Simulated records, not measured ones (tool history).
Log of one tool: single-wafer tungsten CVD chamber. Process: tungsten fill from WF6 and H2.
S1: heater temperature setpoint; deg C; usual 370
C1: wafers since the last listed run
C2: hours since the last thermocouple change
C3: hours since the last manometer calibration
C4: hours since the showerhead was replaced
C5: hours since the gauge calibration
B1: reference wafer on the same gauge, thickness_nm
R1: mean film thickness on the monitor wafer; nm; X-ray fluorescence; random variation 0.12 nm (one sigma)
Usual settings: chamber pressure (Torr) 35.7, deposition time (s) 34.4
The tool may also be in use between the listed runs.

run 1 hour=0 | S1=370 chamber_pressure_(Torr)=35.7 deposition_time_(s)=34.4 | C1=0 C2=1924.3 C3=803.5 C4=4433.8 C5=318.8 | B1=64.67 | R1=57.511
run 2 hour=64.6 | S1=370 chamber_pressure_(Torr)=35.7 deposition_time_(s)=34.4 | C1=1662 C2=1988.9 C3=868.1 C4=4498.4 C5=383.4 | B1=64.682 | R1=57.029
run 3 hour=97.2 | S1=370 chamber_pressure_(Torr)=35.7 deposition_time_(s)=34.4 | C1=838 C2=2021.5 C3=900.7 C4=4531 C5=416 | B1=64.698 | R1=57.362
-- hour=125.2 capacitance manometer re-zeroed and calibrated
run 4 hour=128.9 | S1=370 chamber_pressure_(Torr)=35.7 deposition_time_(s)=34.4 | C1=609 C2=2053.2 C3=3.7 C4=4562.7 C5=447.7 | B1=64.699 | R1=57.721
run 5 hour=154.6 | S1=370 chamber_pressure_(Torr)=35.7 deposition_time_(s)=34.4 | C1=661 C2=2078.9 C3=29.4 C4=4588.4 C5=473.4 | B1=64.714 | R1=57.983
run 6 hour=272.4 | S1=370 chamber_pressure_(Torr)=35.7 deposition_time_(s)=34.4 | C1=3031 C2=2196.7 C3=147.2 C4=4706.2 C5=591.2 | B1=64.716 | R1=58.045
run 7 hour=340.4 | S1=370 chamber_pressure_(Torr)=35.7 deposition_time_(s)=34.4 | C1=1749 C2=2264.7 C3=215.2 C4=4774.2 C5=659.2 | B1=64.687 | R1=57.809
run 8 hour=378.9 | S1=370 chamber_pressure_(Torr)=35.7 deposition_time_(s)=34.4 | C1=990 C2=2303.2 C3=253.7 C4=4812.7 C5=697.7 | B1=64.705 | R1=57.864
run 9 hour=409.7 | S1=376 chamber_pressure_(Torr)=39.9 deposition_time_(s)=34.4 | C1=792 C2=2334 C3=284.5 C4=4843.5 C5=728.5 | B1=64.707 | R1=68.573
run 10 hour=465.7 | S1=376 chamber_pressure_(Torr)=39.9 deposition_time_(s)=34.4 | C1=1440 C2=2390 C3=340.5 C4=4899.5 C5=784.5 | B1=64.694 | R1=68.363
run 11 hour=531.6 | S1=376 chamber_pressure_(Torr)=39.9 deposition_time_(s)=34.4 | C1=1695 C2=2455.9 C3=406.4 C4=4965.4 C5=850.4 | B1=64.672 | R1=68.543
run 12 hour=571.4 | S1=370 chamber_pressure_(Torr)=35.7 deposition_time_(s)=34.4 | C1=1024 C2=2495.7 C3=446.2 C4=5005.2 C5=890.2 | B1=64.689 | R1=57.712
run 13 hour=621 | S1=370 chamber_pressure_(Torr)=35.7 deposition_time_(s)=34.4 | C1=1276 C2=2545.3 C3=495.8 C4=5054.8 C5=939.8 | B1=64.681 | R1=57.744
-- hour=623.9 gauge calibrated
run 14 hour=658.6 | S1=370 chamber_pressure_(Torr)=35.7 deposition_time_(s)=34.4 | C1=967 C2=2582.9 C3=533.4 C4=5092.4 C5=34.7 | B1=64.696 | R1=57.645
run 15 hour=690.3 | S1=370 chamber_pressure_(Torr)=35.7 deposition_time_(s)=34.4 | C1=815 C2=2614.6 C3=565.1 C4=5124.1 C5=66.4 | B1=64.704 | R1=57.833
-- hour=771.8 thermocouple changed; heater temperature recalibrated
run 16 hour=895.6 | S1=383 chamber_pressure_(Torr)=44.5 deposition_time_(s)=28.4 | C1=5076 C2=123.8 C3=770.4 C4=5329.4 C5=271.7 | B1=64.701 | R1=67.607
run 17 hour=956.4 | S1=370 chamber_pressure_(Torr)=35.7 deposition_time_(s)=36.5 | C1=1564 C2=184.6 C3=831.2 C4=5390.2 C5=332.5 | B1=64.724 | R1=61.081
-- hour=967.6 showerhead replaced
-- hour=990.4 capacitance manometer re-zeroed and calibrated
run 18 hour=1027.4 | S1=370 chamber_pressure_(Torr)=27.8 deposition_time_(s)=34.4 | C1=1415 C2=255.6 C3=37 C4=59.8 C5=403.5 | B1=64.723 | R1=52.228
run 19 hour=1084.3 | S1=370 chamber_pressure_(Torr)=28.4 deposition_time_(s)=34.4 | C1=1464 C2=312.5 C3=93.9 C4=116.7 C5=460.4 | B1=64.677 | R1=52.581
run 20 hour=1125.8 | S1=370 chamber_pressure_(Torr)=27.8 deposition_time_(s)=36.8 | C1=1067 C2=354 C3=135.4 C4=158.2 C5=501.9 | B1=64.688 | R1=55.774
run 21 hour=1158.3 | S1=370 chamber_pressure_(Torr)=35.7 deposition_time_(s)=34.4 | C1=836 C2=386.5 C3=167.9 C4=190.7 C5=534.4 | B1=64.699 | R1=57.709
run 22 hour=1221.7 | S1=370 chamber_pressure_(Torr)=27.8 deposition_time_(s)=34.4 | C1=1631 C2=449.9 C3=231.3 C4=254.1 C5=597.8 | B1=64.686 | R1=52.082
run 23 hour=1258.5 | S1=370 chamber_pressure_(Torr)=35.7 deposition_time_(s)=41 | C1=946 C2=486.7 C3=268.1 C4=290.9 C5=634.6 | B1=64.713 | R1=69.141
run 24 hour=1345.9 | S1=377 chamber_pressure_(Torr)=27.3 deposition_time_(s)=36.8 | C1=2248 C2=574.1 C3=355.5 C4=378.3 C5=722 | B1=64.691 | R1=63.95
run 25 hour=1389 | S1=382 chamber_pressure_(Torr)=33.4 deposition_time_(s)=34.4 | C1=1109 C2=617.2 C3=398.6 C4=421.4 C5=765.1 | B1=64.677 | R1=71.553
run 26 hour=1451.6 | S1=370 chamber_pressure_(Torr)=27.6 deposition_time_(s)=34.4 | C1=1610 C2=679.8 C3=461.2 C4=484 C5=827.7 | B1=64.676 | R1=51.903
run 27 hour=1490.9 | S1=356 chamber_pressure_(Torr)=29.3 deposition_time_(s)=38.4 | C1=1011 C2=719.1 C3=500.5 C4=523.3 C5=867 | B1=64.692 | R1=43.88
run 28 hour=1540.3 | S1=370 chamber_pressure_(Torr)=26.9 deposition_time_(s)=34.4 | C1=1271 C2=768.5 C3=549.9 C4=572.7 C5=916.4 | B1=64.681 | R1=51.166
-- hour=1572.6 gauge calibrated
run 29 hour=1591.5 | S1=356 chamber_pressure_(Torr)=32.7 deposition_time_(s)=34.4 | C1=1317 C2=819.7 C3=601.1 C4=623.9 C5=18.9 | B1=64.721 | R1=41.215

The same runs without the tool's hidden state, with the same run-to-run variation:
The hidden state here: wafer temperature above the value expected at the setpoint (K); true pressure above the setpoint (%); gauge reads high (%).
run=1 R1=57.965
run=2 R1=57.553
run=3 R1=57.928
run=4 R1=57.745
run=5 R1=58.007
run=6 R1=58.083
run=7 R1=57.863
run=8 R1=57.931
run=9 R1=68.664
run=10 R1=68.481
run=11 R1=68.7
run=12 R1=57.869
run=13 R1=57.932
run=14 R1=57.858
run=15 R1=58.07
run=16 R1=68.089
run=17 R1=61.597
run=18 R1=52.212
run=19 R1=52.569
run=20 R1=55.767
run=21 R1=57.708
run=22 R1=52.097
run=23 R1=69.175
run=24 R1=64.023
run=25 R1=71.66
run=26 R1=52.015
run=27 R1=43.994
run=28 R1=51.33
run=29 R1=41.373
